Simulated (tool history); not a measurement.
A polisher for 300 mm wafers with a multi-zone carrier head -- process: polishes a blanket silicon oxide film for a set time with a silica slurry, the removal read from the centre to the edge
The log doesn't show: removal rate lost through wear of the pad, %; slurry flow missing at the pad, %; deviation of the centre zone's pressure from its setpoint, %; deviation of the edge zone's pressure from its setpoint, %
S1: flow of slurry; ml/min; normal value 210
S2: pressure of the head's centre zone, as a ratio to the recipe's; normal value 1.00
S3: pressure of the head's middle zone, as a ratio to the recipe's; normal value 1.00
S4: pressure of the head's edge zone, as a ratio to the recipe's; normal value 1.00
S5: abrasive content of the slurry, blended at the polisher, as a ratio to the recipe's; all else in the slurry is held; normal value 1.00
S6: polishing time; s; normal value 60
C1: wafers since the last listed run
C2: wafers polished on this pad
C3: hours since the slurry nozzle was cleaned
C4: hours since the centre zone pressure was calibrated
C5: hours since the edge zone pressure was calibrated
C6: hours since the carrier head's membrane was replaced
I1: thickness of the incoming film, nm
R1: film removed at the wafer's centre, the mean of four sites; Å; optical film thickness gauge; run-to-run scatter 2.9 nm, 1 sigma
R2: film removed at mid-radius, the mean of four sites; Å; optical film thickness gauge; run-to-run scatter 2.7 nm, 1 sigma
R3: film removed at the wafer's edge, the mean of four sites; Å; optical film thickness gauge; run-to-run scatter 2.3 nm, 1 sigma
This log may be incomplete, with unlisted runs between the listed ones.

Run 1, hour 0.0: usual settings but S6 67 s; C1 0; C2 3720; C3 469.2; C4 335.7; C5 7.0; C6 492.6; I1 1203.1. Result: R1 2265 Å, R2 2322 Å, R3 2209 Å.
Run 2, hour 80.3: usual settings but S2 1.08, S4 1.07, S6 65 s; C1 769; C2 4490; C3 549.5; C4 416.0; C5 87.3; C6 572.9; I1 1200.4. Result: R1 2367 Å, R2 2244 Å, R3 2218 Å.
Run 3, hour 154.3: usual settings; C1 709; C2 5199; C3 623.5; C4 490.0; C5 161.3; C6 646.9; I1 1231.1. Result: R1 2055 Å, R2 2001 Å, R3 2040 Å.
Run 4, hour 291.1: usual settings but S1 185 ml/min, S5 1.15; C1 1310; C2 6510; C3 760.3; C4 626.8; C5 298.1; C6 783.7; I1 1214.1. Result: R1 2132 Å, R2 2147 Å, R3 2064 Å.
At hour 321.2: worn pad replaced by a new one.
At hour 325.3: slurry nozzle cleaned.
At hour 351.7: carrier head's membrane replaced by a new one.
Run 5, hour 395.4: usual settings but S1 230 ml/min, S5 0.80, S6 44 s; C1 903; C2 653; C3 70.1; C4 731.1; C5 402.4; C6 43.7; I1 1208.5. Result: R1 1311 Å, R2 1331 Å, R3 1304 Å.
Run 6, hour 436.2: usual settings but S1 140 ml/min, S3 0.90, S5 0.80; C1 390; C2 1044; C3 110.9; C4 771.9; C5 443.2; C6 84.5; I1 1216.5. Result: R1 1626 Å, R2 1537 Å, R3 1653 Å.
Run 7, hour 501.2: usual settings but S2 0.97; C1 622; C2 1667; C3 175.9; C4 836.9; C5 508.2; C6 149.5; I1 1228.0. Result: R1 1952 Å, R2 2073 Å, R3 1949 Å.
Run 8, hour 603.1: usual settings; C1 976; C2 2643; C3 277.8; C4 938.8; C5 610.1; C6 251.4; I1 1204.9. Result: R1 2004 Å, R2 2086 Å, R3 2031 Å.
Run 9, hour 710.3: usual settings but S6 46 s; C1 1027; C2 3670; C3 385.0; C4 1046.0; C5 717.3; C6 358.6; I1 1210.9. Result: R1 1458 Å, R2 1594 Å, R3 1534 Å.
At hour 781.0: edge zone pressure recalibrated.
Run 10, hour 781.5: usual settings but S1 170 ml/min; C1 663; C2 4334; C3 456.2; C4 1117.2; C5 0.5; C6 429.8; I1 1218.8. Result: R1 1865 Å, R2 1987 Å, R3 1948 Å.
Run 11, hour 871.3: usual settings but S2 1.04; C1 860; C2 5194; C3 546.0; C4 1207.0; C5 90.3; C6 519.6; I1 1195.4. Result: R1 2004 Å, R2 2070 Å, R3 1979 Å.
Run 12, hour 933.2: usual settings but S5 1.25; C1 593; C2 5787; C3 607.9; C4 1268.9; C5 152.2; C6 581.5; I1 1224.0. Result: R1 2126 Å, R2 2303 Å, R3 2274 Å.
At hour 959.8: centre zone pressure recalibrated.
At hour 969.8: worn pad replaced by a new one.
Run 13, hour 1060.1: usual settings but S3 1.12, S4 0.89; C1 1158; C2 865; C3 734.8; C4 100.3; C5 279.1; C6 708.4; I1 1207.3. Result: R1 2046 Å, R2 2264 Å, R3 1823 Å.
At hour 1083.1: carrier head's membrane replaced by a new one.
At hour 1097.4: slurry nozzle cleaned.
Run 14, hour 1157.7: usual settings but S6 77 s; C1 877; C2 1742; C3 60.3; C4 197.9; C5 376.7; C6 74.6; I1 1194.3. Result: R1 2633 Å, R2 2617 Å, R3 2616 Å.
Run 15, hour 1259.6: usual settings but S1 245 ml/min, S3 1.08, S5 1.15, S6 44 s; C1 976; C2 2719; C3 162.2; C4 299.8; C5 478.6; C6 176.5; I1 1229.5. Result: R1 1639 Å, R2 1738 Å, R3 1606 Å.
Run 16, hour 1345.0: usual settings but S1 275 ml/min; C1 818; C2 3537; C3 247.6; C4 385.2; C5 564.0; C6 261.9; I1 1212.0. Result: R1 2127 Å, R2 2145 Å, R3 2043 Å.
At hour 1469.3: edge zone pressure recalibrated.
Run 17, hour 1547.6: usual settings but S5 1.10; C1 1922; C2 5459; C3 450.2; C4 587.8; C5 78.3; C6 464.5; I1 1212.4. Result: R1 2107 Å, R2 2169 Å, R3 2061 Å.
At hour 1591.1: worn pad replaced by a new one.
Run 18, hour 1648.9: usual settings but S1 185 ml/min, S4 1.06, S5 1.25; C1 932; C2 554; C3 551.5; C4 689.1; C5 179.6; C6 565.8; I1 1215.0. Result: R1 2130 Å, R2 2271 Å, R3 2202 Å.
Run 19, hour 1741.8: usual settings but S1 160 ml/min, S6 76 s; C1 890; C2 1444; C3 644.4; C4 782.0; C5 272.5; C6 658.7; I1 1205.9. Result: R1 2391 Å, R2 2490 Å, R3 2420 Å.
At hour 1761.8: slurry nozzle cleaned.
At hour 1775.6: carrier head's membrane replaced by a new one.
Run 20, hour 1826.9: usual settings but S6 68 s; C1 757; C2 2202; C3 65.1; C4 867.1; C5 357.6; C6 51.3; I1 1206.1. Result: R1 2241 Å, R2 2346 Å, R3 2270 Å.
Run 21, hour 1879.7: usual settings but S3 0.94; C1 505; C2 2708; C3 117.9; C4 919.9; C5 410.4; C6 104.1; I1 1228.2. Result: R1 1935 Å, R2 1965 Å, R3 1980 Å.
Run 22, hour 1953.9: usual settings but S2 1.03, S6 76 s; C1 711; C2 3419; C3 192.1; C4 994.1; C5 484.6; C6 178.3; I1 1195.7. Result: R1 2467 Å, R2 2644 Å, R3 2573 Å.

Each row is a separate what-if for the run after 22, all from the same tool condition, not one after another. Results?
Run A, hour 1954.3: usual settings but S3 1.11; C1 3; C2 3423; C3 192.5; C4 994.5; C5 485.0; C6 178.7; I1 1191.0. Result: R1 ?, R2 ?, R3 ?.
Run B, hour 1954.3: usual settings but S1 230 ml/min, S2 1.11; C1 3; C2 3423; C3 192.5; C4 994.5; C5 485.0; C6 178.7; I1 1191.0. Result: R1 ?, R2 ?, R3 ?.
Run C, hour 1954.3: usual settings but S3 0.96; C1 3; C2 3423; C3 192.5; C4 994.5; C5 485.0; C6 178.7; I1 1191.0. Result: R1 ?, R2 ?, R3 ?.

run    R1    R2    R3
  A  1892  2279  1995
  B  2099  2130  2017
  C  1891  2039  1999
The same runs, with their run-to-run variation unchanged, on a tool lacking any hidden condition would have given:
run    R1    R2    R3
  A  1995  2279  1995
  B  2212  2129  2017
  C  1993  2038  1999
